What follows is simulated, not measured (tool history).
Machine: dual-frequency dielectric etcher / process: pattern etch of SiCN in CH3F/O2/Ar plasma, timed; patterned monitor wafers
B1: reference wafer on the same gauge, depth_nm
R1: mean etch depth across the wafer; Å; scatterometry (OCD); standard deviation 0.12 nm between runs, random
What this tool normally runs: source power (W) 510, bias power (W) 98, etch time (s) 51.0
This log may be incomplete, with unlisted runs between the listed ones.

{"run": 1, "hour": 0.0, "source power (W)": 510, "bias power (W)": 98, "etch time (s)": 51.0, "B1": 19.53, "R1": 247.3}
{"run": 2, "hour": 9.4, "source power (W)": 510, "bias power (W)": 98, "etch time (s)": 51.0, "B1": 19.48, "R1": 245.7}
{"run": 3, "hour": 20.3, "source power (W)": 510, "bias power (W)": 98, "etch time (s)": 51.0, "B1": 19.5, "R1": 244.7}
{"run": 4, "hour": 34.5, "source power (W)": 420, "bias power (W)": 98, "etch time (s)": 63.0, "B1": 19.49, "R1": 275.3}
{"run": 5, "hour": 48.2, "source power (W)": 420, "bias power (W)": 98, "etch time (s)": 63.0, "B1": 19.51, "R1": 275.6}
{"run": 6, "hour": 57.2, "source power (W)": 510, "bias power (W)": 98, "etch time (s)": 51.0, "B1": 19.5, "R1": 247.1}
{"run": 7, "hour": 64.9, "source power (W)": 510, "bias power (W)": 98, "etch time (s)": 51.0, "B1": 19.45, "R1": 247.0}
{"hour": 98.0, "done": "wet clean of the chamber"}
{"run": 8, "hour": 98.5, "source power (W)": 510, "bias power (W)": 98, "etch time (s)": 51.0, "B1": 19.51, "R1": 241.5}
{"run": 9, "hour": 98.9, "source power (W)": 510, "bias power (W)": 98, "etch time (s)": 51.0, "B1": 19.51, "R1": 241.2}
{"hour": 107.3, "done": "source power generator calibrated"}
{"hour": 123.7, "done": "bias power generator calibrated"}
{"hour": 128.8, "done": "upper electrode replaced, of another model than before"}
{"run": 10, "hour": 129.3, "source power (W)": 510, "bias power (W)": 98, "etch time (s)": 51.0, "B1": 19.51, "R1": 242.8}
{"run": 11, "hour": 129.6, "source power (W)": 560, "bias power (W)": 98, "etch time (s)": 40.0, "B1": 19.51, "R1": 205.7}
{"run": 12, "hour": 130.0, "source power (W)": 560, "bias power (W)": 98, "etch time (s)": 40.0, "B1": 19.49, "R1": 207.9}
{"run": 13, "hour": 133.9, "source power (W)": 610, "bias power (W)": 98, "etch time (s)": 51.0, "B1": 19.49, "R1": 281.6}
{"run": 14, "hour": 148.1, "source power (W)": 510, "bias power (W)": 120, "etch time (s)": 37.0, "B1": 19.51, "R1": 188.6}
{"run": 15, "hour": 161.3, "source power (W)": 510, "bias power (W)": 98, "etch time (s)": 58.5, "B1": 19.5, "R1": 280.1}
{"run": 16, "hour": 175.8, "source power (W)": 470, "bias power (W)": 78, "etch time (s)": 62.5, "B1": 19.47, "R1": 260.3}
{"run": 17, "hour": 192.5, "source power (W)": 510, "bias power (W)": 98, "etch time (s)": 51.0, "B1": 19.5, "R1": 245.3}
{"run": 18, "hour": 206.2, "source power (W)": 510, "bias power (W)": 98, "etch time (s)": 51.0, "B1": 19.49, "R1": 247.1}
{"hour": 216.1, "done": "gauge calibrated"}
{"run": 19, "hour": 221.2, "source power (W)": 510, "bias power (W)": 98, "etch time (s)": 51.0, "B1": 19.49, "R1": 244.5}
{"run": 20, "hour": 231.3, "source power (W)": 570, "bias power (W)": 88, "etch time (s)": 51.0, "B1": 19.5, "R1": 258.7}
{"run": 21, "hour": 240.6, "source power (W)": 510, "bias power (W)": 98, "etch time (s)": 51.0, "B1": 19.5, "R1": 247.5}
{"run": 22, "hour": 248.4, "source power (W)": 430, "bias power (W)": 115, "etch time (s)": 55.5, "B1": 19.52, "R1": 240.2}
{"run": 23, "hour": 255.4, "source power (W)": 620, "bias power (W)": 88, "etch time (s)": 40.5, "B1": 19.49, "R1": 220.0}
{"run": 24, "hour": 270.3, "source power (W)": 510, "bias power (W)": 98, "etch time (s)": 51.0, "B1": 19.5, "R1": 245.8}
{"run": 25, "hour": 282.4, "source power (W)": 510, "bias power (W)": 98, "etch time (s)": 59.5, "B1": 19.49, "R1": 289.4}
{"run": 26, "hour": 292.0, "source power (W)": 630, "bias power (W)": 109, "etch time (s)": 63.0, "B1": 19.52, "R1": 367.9}
{"run": 27, "hour": 299.1, "source power (W)": 510, "bias power (W)": 98, "etch time (s)": 51.0, "B1": 19.48, "R1": 246.1}
{"run": 28, "hour": 316.0, "source power (W)": 580, "bias power (W)": 90, "etch time (s)": 60.0, "B1": 19.5, "R1": 314.2}
{"run": 29, "hour": 329.6, "source power (W)": 410, "bias power (W)": 118, "etch time (s)": 51.0, "B1": 19.53, "R1": 210.5}

Below are 5 alternative next runs, each starting from the tool's condition after run 29. Predict each:
{"run": "A", "hour": 330.0, "source power (W)": 510, "bias power (W)": 78, "etch time (s)": 51.0, "B1": "?", "R1": "?"}
{"run": "B", "hour": 330.0, "source power (W)": 640, "bias power (W)": 91, "etch time (s)": 43.5, "B1": "?", "R1": "?"}
{"run": "C", "hour": 330.0, "source power (W)": 610, "bias power (W)": 117, "etch time (s)": 36.0, "B1": "?", "R1": "?"}
{"run": "D", "hour": 330.0, "source power (W)": 510, "bias power (W)": 77, "etch time (s)": 51.0, "B1": "?", "R1": "?"}
{"run": "E", "hour": 330.0, "source power (W)": 400, "bias power (W)": 115, "etch time (s)": 60.5, "B1": "?", "R1": "?"}

run=A B1=19.49 R1=230.9
run=B B1=19.49 R1=244.9
run=C B1=19.49 R1=211.3
run=D B1=19.49 R1=230.1
run=E B1=19.49 R1=239.0
Without the tool's unlogged condition, the same runs would have read:
run=A R1=225.7
run=B R1=239.3
run=C R1=206.5
run=D R1=224.9
run=E R1=233.6
